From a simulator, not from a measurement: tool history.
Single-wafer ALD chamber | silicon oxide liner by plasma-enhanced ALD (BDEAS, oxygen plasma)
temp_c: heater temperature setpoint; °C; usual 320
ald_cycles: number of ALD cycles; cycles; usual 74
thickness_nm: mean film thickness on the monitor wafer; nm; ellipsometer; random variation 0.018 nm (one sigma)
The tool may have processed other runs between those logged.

| run | hour | temp_c | ald_cycles | wafers since the last listed run | hours since the last thermocouple change | hours since the gauge calibration | read-back reference wafer on the same gauge, thickness_nm | thickness_nm |
|---|---|---|---|---|---|---|---|---|
| 1 | 0 | 320 | 74 | 0 | 174 | 293.7 | 6.309 | 7.209 |
| 2 | 19.3 | 308 | 62 | 71 | 193.3 | 313 | 6.316 | 6.172 |
| 3 | 47.5 | 308 | 62 | 103 | 221.5 | 341.2 | 6.32 | 6.182 |
| 4 | 121 | 308 | 62 | 270 | 295 | 414.7 | 6.327 | 6.149 |
| 5 | 153.1 | 320 | 74 | 118 | 327.1 | 446.8 | 6.333 | 7.239 |
| 6 | 177.7 | 320 | 74 | 90 | 351.7 | 471.4 | 6.34 | 7.274 |
| 7 | 203 | 320 | 74 | 93 | 377 | 496.7 | 6.342 | 7.264 |
| 8 | 234.7 | 320 | 66 | 116 | 408.7 | 528.4 | 6.35 | 6.47 |
| 9 | 253.2 | 320 | 74 | 68 | 427.2 | 546.9 | 6.343 | 7.27 |
| 10 | 270.8 | 320 | 64 | 64 | 444.8 | 564.5 | 6.344 | 6.306 |
| 11 | 298 | 320 | 64 | 100 | 472 | 591.7 | 6.349 | 6.284 |
| 12 | 324.2 | 320 | 64 | 96 | 498.2 | 617.9 | 6.356 | 6.298 |
| 13 | 357.5 | 323 | 74 | 122 | 531.5 | 651.2 | 6.359 | 7.247 |
| 14 | 383.8 | 323 | 74 | 96 | 557.8 | 677.5 | 6.366 | 7.263 |
| 15 | 404.3 | 320 | 74 | 75 | 578.3 | 698 | 6.367 | 7.29 |
| 16 | 417.8 | 328 | 88 | 49 | 591.8 | 711.5 | 6.372 | 8.561 |
| 17 | 443.7 | 326 | 74 | 95 | 617.7 | 737.4 | 6.374 | 7.235 |
| 18 | 458.5 | 315 | 66 | 54 | 632.5 | 752.2 | 6.379 | 6.579 |
| 19 | 491.3 | 324 | 79 | 120 | 665.3 | 785 | 6.378 | 7.759 |
| 20 | 518.7 | 311 | 60 | 100 | 692.7 | 812.4 | 6.38 | 5.999 |
| 21 | 536.9 | 320 | 74 | 66 | 710.9 | 830.6 | 6.394 | 7.34 |
| 22 | 601.3 | 309 | 74 | 237 | 775.3 | 895 | 6.399 | 7.417 |
| 23 | 618.6 | 315 | 83 | 63 | 792.6 | 912.3 | 6.399 | 8.257 |
|  | 632.4 | gauge calibrated |
|  | 641.2 | thermocouple changed; heater temperature recalibrated |
| 24 | 646.2 | 320 | 74 | 72 | 5 | 13.8 | 6.28 | 7.175 |

Run 25 has not been measured yet. What should we expect?
| 25 | 682.6 | 331 | 82 | 133 | 41.4 | 50.2 | ? | ? |

Run 25 produced read-back reference wafer on the same gauge, thickness_nm 6.291, thickness_nm 7.861 nm.
Had the tool carried no hidden state, the very same run would have given thickness_nm 7.869 nm.
